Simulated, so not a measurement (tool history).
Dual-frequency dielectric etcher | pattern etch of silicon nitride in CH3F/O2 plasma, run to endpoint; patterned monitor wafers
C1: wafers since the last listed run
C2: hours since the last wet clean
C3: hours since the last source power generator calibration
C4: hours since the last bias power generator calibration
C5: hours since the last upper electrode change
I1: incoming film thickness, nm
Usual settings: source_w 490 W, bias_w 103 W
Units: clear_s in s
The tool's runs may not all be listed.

{"run": 1, "hour": 0.0, "source_w": 490, "bias_w": 92, "C1": 0, "C2": 348.8, "C3": 1991, "C4": 1899.8, "C5": 3054.4, "I1": 92.6, "clear_s": 89.3}
{"run": 2, "hour": 12.5, "source_w": 490, "bias_w": 92, "C1": 83, "C2": 361.3, "C3": 2003.5, "C4": 1912.3, "C5": 3066.9, "I1": 93.9, "clear_s": 90.5}
{"run": 3, "hour": 22.8, "source_w": 490, "bias_w": 103, "C1": 68, "C2": 371.6, "C3": 2013.8, "C4": 1922.6, "C5": 3077.2, "I1": 93.5, "clear_s": 84.4}
{"run": 4, "hour": 35.9, "source_w": 570, "bias_w": 90, "C1": 87, "C2": 384.7, "C3": 2026.9, "C4": 1935.7, "C5": 3090.3, "I1": 93.5, "clear_s": 86.3}
{"run": 5, "hour": 42.9, "source_w": 570, "bias_w": 90, "C1": 46, "C2": 391.7, "C3": 2033.9, "C4": 1942.7, "C5": 3097.3, "I1": 93.6, "clear_s": 85.7}
{"run": 6, "hour": 60.4, "source_w": 570, "bias_w": 90, "C1": 116, "C2": 409.2, "C3": 2051.4, "C4": 1960.2, "C5": 3114.8, "I1": 93.2, "clear_s": 86.7}
{"run": 7, "hour": 68.4, "source_w": 490, "bias_w": 103, "C1": 53, "C2": 417.2, "C3": 2059.4, "C4": 1968.2, "C5": 3122.8, "I1": 93.2, "clear_s": 84.6}
{"run": 8, "hour": 77.2, "source_w": 490, "bias_w": 103, "C1": 58, "C2": 426, "C3": 2068.2, "C4": 1977, "C5": 3131.6, "I1": 93.6, "clear_s": 85.3}
{"run": 9, "hour": 87.4, "source_w": 490, "bias_w": 103, "C1": 67, "C2": 436.2, "C3": 2078.4, "C4": 1987.2, "C5": 3141.8, "I1": 92.9, "clear_s": 85.3}
{"run": 10, "hour": 96.1, "source_w": 490, "bias_w": 103, "C1": 57, "C2": 444.9, "C3": 2087.1, "C4": 1995.9, "C5": 3150.5, "I1": 92.7, "clear_s": 84.3}
{"run": 11, "hour": 111.9, "source_w": 490, "bias_w": 103, "C1": 105, "C2": 460.7, "C3": 2102.9, "C4": 2011.7, "C5": 3166.3, "I1": 92.7, "clear_s": 85.2}
{"run": 12, "hour": 124.7, "source_w": 490, "bias_w": 103, "C1": 85, "C2": 473.5, "C3": 2115.7, "C4": 2024.5, "C5": 3179.1, "I1": 92.8, "clear_s": 84.2}
{"run": 13, "hour": 135.3, "source_w": 490, "bias_w": 103, "C1": 70, "C2": 484.1, "C3": 2126.3, "C4": 2035.1, "C5": 3189.7, "I1": 93.6, "clear_s": 86.1}
{"hour": 196.1, "done": "upper electrode replaced"}
{"hour": 199.0, "done": "wet clean of the chamber"}
{"run": 14, "hour": 199.5, "source_w": 490, "bias_w": 110, "C1": 248, "C2": 0.5, "C3": 2190.5, "C4": 2099.3, "C5": 3.4, "I1": 92.2, "clear_s": 75.7}
{"run": 15, "hour": 199.8, "source_w": 490, "bias_w": 110, "C1": 1, "C2": 0.8, "C3": 2190.8, "C4": 2099.6, "C5": 3.7, "I1": 93.3, "clear_s": 77.7}
{"run": 16, "hour": 200.2, "source_w": 540, "bias_w": 103, "C1": 2, "C2": 1.2, "C3": 2191.2, "C4": 2100, "C5": 4.1, "I1": 93.1, "clear_s": 77.6}
{"run": 17, "hour": 202.1, "source_w": 550, "bias_w": 112, "C1": 12, "C2": 3.1, "C3": 2193.1, "C4": 2101.9, "C5": 6, "I1": 92.4, "clear_s": 73.5}
{"run": 18, "hour": 210.5, "source_w": 490, "bias_w": 115, "C1": 55, "C2": 11.5, "C3": 2201.5, "C4": 2110.3, "C5": 14.4, "I1": 93.2, "clear_s": 75.6}
{"hour": 230.1, "done": "bias power generator calibrated"}
{"run": 19, "hour": 230.6, "source_w": 380, "bias_w": 126, "C1": 107, "C2": 31.6, "C3": 2221.6, "C4": 0.5, "C5": 34.5, "I1": 93.2, "clear_s": 79}
{"hour": 246.2, "done": "source power generator calibrated"}
{"run": 20, "hour": 246.7, "source_w": 610, "bias_w": 103, "C1": 80, "C2": 47.7, "C3": 0.5, "C4": 16.6, "C5": 50.6, "I1": 92.7, "clear_s": 73.8}
{"run": 21, "hour": 257.5, "source_w": 370, "bias_w": 121, "C1": 71, "C2": 58.5, "C3": 11.3, "C4": 27.4, "C5": 61.4, "I1": 92.8, "clear_s": 82.2}
{"run": 22, "hour": 268.6, "source_w": 390, "bias_w": 116, "C1": 73, "C2": 69.6, "C3": 22.4, "C4": 38.5, "C5": 72.5, "I1": 93.7, "clear_s": 83.5}
{"run": 23, "hour": 275.7, "source_w": 430, "bias_w": 89, "C1": 47, "C2": 76.7, "C3": 29.5, "C4": 45.6, "C5": 79.6, "I1": 93.2, "clear_s": 93}
{"run": 24, "hour": 293.4, "source_w": 490, "bias_w": 103, "C1": 117, "C2": 94.4, "C3": 47.2, "C4": 63.3, "C5": 97.3, "I1": 93.8, "clear_s": 81.3}
{"run": 25, "hour": 305.9, "source_w": 440, "bias_w": 89, "C1": 83, "C2": 106.9, "C3": 59.7, "C4": 75.8, "C5": 109.8, "I1": 93.8, "clear_s": 91.8}
{"run": 26, "hour": 318.3, "source_w": 520, "bias_w": 119, "C1": 82, "C2": 119.3, "C3": 72.1, "C4": 88.2, "C5": 122.2, "I1": 93.1, "clear_s": 73.8}
{"run": 27, "hour": 333.6, "source_w": 590, "bias_w": 103, "C1": 101, "C2": 134.6, "C3": 87.4, "C4": 103.5, "C5": 137.5, "I1": 92.1, "clear_s": 74.6}

The next listed run, before its measurement:
{"run": 28, "hour": 348.3, "source_w": 490, "bias_w": 103, "C1": 97, "C2": 149.3, "C3": 102.1, "C4": 118.2, "C5": 152.2, "I1": 92.7, "clear_s": "?"}

{"run 28": {"clear_s": 81.2}}
Without the tool's hidden state the same run would have given clear_s 80.4 s.

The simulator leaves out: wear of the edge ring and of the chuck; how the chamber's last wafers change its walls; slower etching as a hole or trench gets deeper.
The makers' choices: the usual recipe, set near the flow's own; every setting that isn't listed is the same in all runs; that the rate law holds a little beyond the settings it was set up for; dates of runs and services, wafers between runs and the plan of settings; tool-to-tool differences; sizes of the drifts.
